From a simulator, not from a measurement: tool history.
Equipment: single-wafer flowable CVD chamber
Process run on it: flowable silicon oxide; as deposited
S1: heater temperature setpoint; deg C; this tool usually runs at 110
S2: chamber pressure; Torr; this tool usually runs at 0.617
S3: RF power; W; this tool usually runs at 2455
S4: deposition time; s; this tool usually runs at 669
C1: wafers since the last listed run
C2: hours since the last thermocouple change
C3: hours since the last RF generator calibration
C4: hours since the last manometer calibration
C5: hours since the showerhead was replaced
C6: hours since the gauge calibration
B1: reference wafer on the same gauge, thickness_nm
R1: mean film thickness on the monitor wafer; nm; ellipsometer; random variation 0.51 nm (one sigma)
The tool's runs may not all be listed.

run,hour,S1,S2,S3,S4,C1,C2,C3,C4,C5,C6,B1,R1
1,0.0,110,0.617,2455,669,0,1801.4,546.4,1669.6,3515.9,688.2,239.114,207.213
# hour 12.6: gauge calibrated
2,32.1,110,0.617,2455,669,115,1833.5,578.5,1701.7,3548.0,19.5,239.035,206.349
3,75.0,110,0.617,2455,741,153,1876.4,621.4,1744.6,3590.9,62.4,238.864,228.927
4,134.3,110,0.617,2455,741,212,1935.7,680.7,1803.9,3650.2,121.7,238.961,229.185
5,159.2,110,0.617,2455,741,89,1960.6,705.6,1828.8,3675.1,146.6,239.118,229.320
6,186.2,110,0.617,2455,669,96,1987.6,732.6,1855.8,3702.1,173.6,239.017,206.604
7,240.1,110,0.617,2455,669,193,2041.5,786.5,1909.7,3756.0,227.5,238.917,205.749
8,302.6,110,0.617,2455,669,224,2104.0,849.0,1972.2,3818.5,290.0,239.038,206.441
9,334.9,110,0.617,2455,669,115,2136.3,881.3,2004.5,3850.8,322.3,239.077,206.435
10,401.9,110,0.680,2590,669,240,2203.3,948.3,2071.5,3917.8,389.3,239.228,228.957
# hour 476.1: showerhead replaced
11,542.2,110,0.680,2590,669,474,2343.6,1088.6,2211.8,66.1,529.6,239.016,230.171
# hour 599.9: capacitance manometer re-zeroed and calibrated
12,600.4,110,0.617,2455,669,180,2401.8,1146.8,0.5,124.3,587.8,239.049,206.621
13,631.5,110,0.617,2455,669,111,2432.9,1177.9,31.6,155.4,618.9,239.003,206.321
14,670.6,110,0.729,2010,669,140,2472.0,1217.0,70.7,194.5,658.0,239.254,237.756
# hour 670.9: gauge calibrated
15,736.9,110,0.617,2455,558,237,2538.3,1283.3,137.0,260.8,66.0,238.900,172.446
16,762.9,101,0.673,2455,669,93,2564.3,1309.3,163.0,286.8,92.0,238.834,317.649
# hour 775.9: thermocouple changed; heater temperature recalibrated
17,812.5,110,0.683,2080,669,149,36.6,1358.9,212.6,336.4,141.6,238.912,222.563
# hour 849.8: RF generator calibrated
18,864.8,110,0.496,2125,733,158,88.9,15.0,264.9,388.7,193.9,239.205,179.806
19,913.7,110,0.693,2455,574,175,137.8,63.9,313.8,437.6,242.8,239.053,199.635
20,964.3,105,0.617,2775,764,181,188.4,114.5,364.4,488.2,293.4,238.852,287.377
21,1002.6,110,0.543,2240,669,137,226.7,152.8,402.7,526.5,331.7,239.027,179.993
22,1065.7,104,0.617,2080,669,226,289.8,215.9,465.8,589.6,394.8,238.768,252.630

Estimate the outcome of run 23 from the log above:
23,1128.0,110,0.617,2455,669,223,352.1,278.2,528.1,651.9,457.1,?,?

B1: 238.828
R1: 206.440 nm
Take away the tool's hidden state, keep the run-to-run variation as it was, and the same run would have given R1 206.440 nm.
